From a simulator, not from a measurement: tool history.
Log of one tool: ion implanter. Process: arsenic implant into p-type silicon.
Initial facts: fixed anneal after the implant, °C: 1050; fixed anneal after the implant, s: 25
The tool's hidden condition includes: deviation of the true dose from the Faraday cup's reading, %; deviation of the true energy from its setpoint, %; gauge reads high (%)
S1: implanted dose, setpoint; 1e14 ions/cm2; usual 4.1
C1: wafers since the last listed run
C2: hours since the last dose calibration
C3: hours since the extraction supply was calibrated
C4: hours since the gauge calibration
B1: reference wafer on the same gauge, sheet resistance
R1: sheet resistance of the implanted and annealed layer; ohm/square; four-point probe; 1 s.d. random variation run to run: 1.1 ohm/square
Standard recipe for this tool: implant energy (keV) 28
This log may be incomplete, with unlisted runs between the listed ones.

Run 1, hour 0: usual settings but S1 3.54 1e14 ions/cm2, implant energy (keV) 23.5; C1 0; C2 321; C3 6980.7; C4 471.4; B1 198.06. Result: R1 257.37 ohm/square.
Run 2, hour 23.9: usual settings but S1 3.54 1e14 ions/cm2, implant energy (keV) 23.5; C1 980; C2 344.9; C3 7004.6; C4 495.3; B1 198.01. Result: R1 257.96 ohm/square.
Run 3, hour 56.8: usual settings but S1 3.54 1e14 ions/cm2, implant energy (keV) 23.5; C1 1349; C2 377.8; C3 7037.5; C4 528.2; B1 198.03. Result: R1 258.88 ohm/square.
Run 4, hour 75.1: usual settings but S1 3.65 1e14 ions/cm2, implant energy (keV) 20.5; C1 750; C2 396.1; C3 7055.8; C4 546.5; B1 197.96. Result: R1 257.19 ohm/square.
Run 5, hour 91.4: usual settings but S1 3.79 1e14 ions/cm2; C1 668; C2 412.4; C3 7072.1; C4 562.8; B1 198.13. Result: R1 239.61 ohm/square.
Run 6, hour 125.3: usual settings but S1 3.79 1e14 ions/cm2; C1 1390; C2 446.3; C3 7106; C4 596.7; B1 198.06. Result: R1 241.62 ohm/square.
Run 7, hour 146.8: usual settings but implant energy (keV) 21.5; C1 881; C2 467.8; C3 7127.5; C4 618.2; B1 197.83. Result: R1 231.3 ohm/square.
Run 8, hour 168.5: usual settings but implant energy (keV) 21.5; C1 890; C2 489.5; C3 7149.2; C4 639.9; B1 197.89. Result: R1 232.59 ohm/square.
Run 9, hour 218.4: usual settings but S1 3.75 1e14 ions/cm2, implant energy (keV) 25.5; C1 2046; C2 539.4; C3 7199.1; C4 689.8; B1 197.74. Result: R1 247.19 ohm/square.
Run 10, hour 235.3: usual settings but implant energy (keV) 35; C1 693; C2 556.3; C3 7216; C4 706.7; B1 197.51. Result: R1 221.63 ohm/square.
Run 11, hour 257.1: usual settings; C1 894; C2 578.1; C3 7237.8; C4 728.5; B1 197.83. Result: R1 228.34 ohm/square.
Run 12, hour 291.9: usual settings but S1 4.57 1e14 ions/cm2; C1 1427; C2 612.9; C3 7272.6; C4 763.3; B1 198.11. Result: R1 206.59 ohm/square.
Run 13, hour 311.6: usual settings but S1 4.57 1e14 ions/cm2; C1 808; C2 632.6; C3 7292.3; C4 783; B1 197.95. Result: R1 207.35 ohm/square.
Run 14, hour 347.2: usual settings; C1 1460; C2 668.2; C3 7327.9; C4 818.6; B1 198.17. Result: R1 226.35 ohm/square.
At hour 367.7: gauge calibrated.
Run 15, hour 372.4: usual settings; C1 1033; C2 693.4; C3 7353.1; C4 4.7; B1 197.86. Result: R1 225.78 ohm/square.
Run 16, hour 393.4: usual settings; C1 861; C2 714.4; C3 7374.1; C4 25.7; B1 197.92. Result: R1 224.7 ohm/square.
Run 17, hour 418.1: usual settings but S1 3.16 1e14 ions/cm2; C1 1013; C2 739.1; C3 7398.8; C4 50.4; B1 197.76. Result: R1 277.02 ohm/square.
Run 18, hour 444.4: usual settings but S1 3.16 1e14 ions/cm2; C1 1078; C2 765.4; C3 7425.1; C4 76.7; B1 198.23. Result: R1 276.28 ohm/square.
Run 19, hour 541.4: usual settings; C1 3978; C2 862.4; C3 7522.1; C4 173.7; B1 197.8. Result: R1 226.75 ohm/square.
Run 20, hour 575: usual settings but S1 4.99 1e14 ions/cm2, implant energy (keV) 34.5; C1 1378; C2 896; C3 7555.7; C4 207.3; B1 198.05. Result: R1 188.74 ohm/square.
Run 21, hour 609.5: usual settings but S1 5.21 1e14 ions/cm2, implant energy (keV) 24.5; C1 1415; C2 930.5; C3 7590.2; C4 241.8; B1 198.06. Result: R1 189.88 ohm/square.
At hour 645.2: extraction supply calibrated.
Run 22, hour 645.7: usual settings; C1 1156; C2 966.7; C3 0.5; C4 278; B1 198.11. Result: R1 226.51 ohm/square.
Run 23, hour 667.4: usual settings but S1 4.94 1e14 ions/cm2, implant energy (keV) 24; C1 890; C2 988.4; C3 22.2; C4 299.7; B1 198.1. Result: R1 198.57 ohm/square.
Run 24, hour 698.1: usual settings but S1 3.52 1e14 ions/cm2, implant energy (keV) 37; C1 1259; C2 1019.1; C3 52.9; C4 330.4; B1 197.81. Result: R1 245.19 ohm/square.
Run 25, hour 720.3: usual settings but S1 3.07 1e14 ions/cm2, implant energy (keV) 36.5; C1 910; C2 1041.3; C3 75.1; C4 352.6; B1 197.88. Result: R1 273.11 ohm/square.
At hour 735.3: Faraday cup replaced and dose calibrated.
Run 26, hour 740.8: usual settings; C1 512; C2 5.5; C3 95.6; C4 373.1; B1 198.05. Result: R1 225.38 ohm/square.
Run 27, hour 763.3: usual settings but S1 4.65 1e14 ions/cm2, implant energy (keV) 23; C1 922; C2 28; C3 118.1; C4 395.6; B1 198.03. Result: R1 208.81 ohm/square.
Run 28, hour 783.2: usual settings but implant energy (keV) 22; C1 816; C2 47.9; C3 138; C4 415.5; B1 197.86. Result: R1 231.75 ohm/square.
Run 29, hour 799.2: usual settings; C1 656; C2 63.9; C3 154; C4 431.5; B1 198.29. Result: R1 225.89 ohm/square.
Run 30, hour 818: usual settings but implant energy (keV) 23; C1 771; C2 82.7; C3 172.8; C4 450.3; B1 197.56. Result: R1 230.47 ohm/square.
Run 31, hour 852.7: usual settings but implant energy (keV) 24; C1 1423; C2 117.4; C3 207.5; C4 485; B1 197.95. Result: R1 230.06 ohm/square.
Run 32, hour 886.8: usual settings but implant energy (keV) 21; C1 1398; C2 151.5; C3 241.6; C4 519.1; B1 197.94. Result: R1 232.48 ohm/square.
Run 33, hour 908.3: usual settings but S1 4.93 1e14 ions/cm2, implant energy (keV) 32.5; C1 881; C2 173; C3 263.1; C4 540.6; B1 197.81. Result: R1 192.48 ohm/square.
Run 34, hour 926.5: usual settings but implant energy (keV) 33; C1 746; C2 191.2; C3 281.3; C4 558.8; B1 197.9. Result: R1 221.5 ohm/square.
Run 35, hour 947.4: usual settings but S1 4.73 1e14 ions/cm2; C1 857; C2 212.1; C3 302.2; C4 579.7; B1 198.03. Result: R1 202.29 ohm/square.
Run 36, hour 965.7: usual settings but S1 5.13 1e14 ions/cm2, implant energy (keV) 19.5; C1 750; C2 230.4; C3 320.5; C4 598; B1 197.88. Result: R1 199.55 ohm/square.

Each row is a separate what-if for the run after 36, all from the same tool condition, not one after another. Results?
Run A, hour 966.1: usual settings but implant energy (keV) 23.5; C1 16; C2 230.8; C3 320.9; C4 598.4; B1 ?. Result: R1 ?.
Run B, hour 966.1: usual settings but implant energy (keV) 34.5; C1 16; C2 230.8; C3 320.9; C4 598.4; B1 ?. Result: R1 ?.
Run C, hour 966.1: usual settings but S1 3.58 1e14 ions/cm2, implant energy (keV) 21; C1 16; C2 230.8; C3 320.9; C4 598.4; B1 ?. Result: R1 ?.
Run D, hour 966.1: usual settings but S1 3.51 1e14 ions/cm2, implant energy (keV) 19.5; C1 16; C2 230.8; C3 320.9; C4 598.4; B1 ?. Result: R1 ?.

run      B1      R1
  A  197.68  230.46
  B  197.68  220.12
  C  197.68  259.24
  D  197.68  265.26
The same runs, with their run-to-run variation unchanged, on a tool lacking any hidden condition would have given:
run      R1
  A  230.46
  B  220.12
  C  259.24
  D  265.26

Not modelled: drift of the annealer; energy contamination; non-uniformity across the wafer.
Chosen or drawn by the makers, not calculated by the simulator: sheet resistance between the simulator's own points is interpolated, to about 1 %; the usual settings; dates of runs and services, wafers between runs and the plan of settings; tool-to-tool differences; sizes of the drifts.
